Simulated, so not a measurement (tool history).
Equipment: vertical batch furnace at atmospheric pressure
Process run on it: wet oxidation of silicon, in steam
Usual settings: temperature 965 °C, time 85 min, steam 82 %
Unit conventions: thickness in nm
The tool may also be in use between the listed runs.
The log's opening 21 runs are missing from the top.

| run | hour | temperature | time | steam | read-back reference wafer on the same gauge, thickness | thickness |
|---|---|---|---|---|---|---|
|  | 329.5 | gauge calibrated |
| 22 | 338.4 | 945 | 127.5 | 82 | 357.9 | 442.35 |
|  | 371.1 | thermocouples replaced and temperature profile calibrated |
| 23 | 371.6 | 949 | 85 | 82 | 358.18 | 325.56 |
| 24 | 377.9 | 965 | 85 | 82 | 358.15 | 374.27 |
| 25 | 393.5 | 965 | 85 | 82 | 358.06 | 373.87 |
| 26 | 400.7 | 951 | 85 | 76 | 358.03 | 310.93 |
| 27 | 409.9 | 956 | 66.5 | 77 | 357.69 | 273.17 |
| 28 | 430.8 | 940 | 58 | 75 | 358.13 | 204.25 |
| 29 | 444.2 | 958 | 85 | 71 | 357.85 | 316.1 |
| 30 | 463.2 | 965 | 85 | 82 | 358.27 | 375.56 |
| 31 | 482.5 | 965 | 85 | 82 | 357.82 | 374.73 |
| 32 | 491.8 | 965 | 85 | 82 | 357.63 | 374.82 |
| 33 | 509.7 | 965 | 85 | 82 | 357.99 | 377.1 |
| 34 | 524.3 | 983 | 85 | 74 | 357.88 | 404.57 |
| 35 | 533.3 | 972 | 59 | 71 | 357.98 | 275.69 |

Alternative continuations, all from the tool just after run 35; predict every row:
| A | 538.4 | 965 | 51 | 82 | ? | ? |
| B | 538.4 | 973 | 66.5 | 85 | ? | ? |
| C | 538.4 | 950 | 85 | 87 | ? | ? |

| run | read-back reference wafer on the same gauge, thickness | thickness |
|---|---|---|
| A | 358.08 | 257.37 |
| B | 358.08 | 346.78 |
| C | 358.08 | 345.8 |
Stripped of hidden state, with their random variation kept, the same runs would have yielded:
| run | thickness |
|---|---|
| A | 253.54 |
| B | 342.18 |
| C | 340.86 |
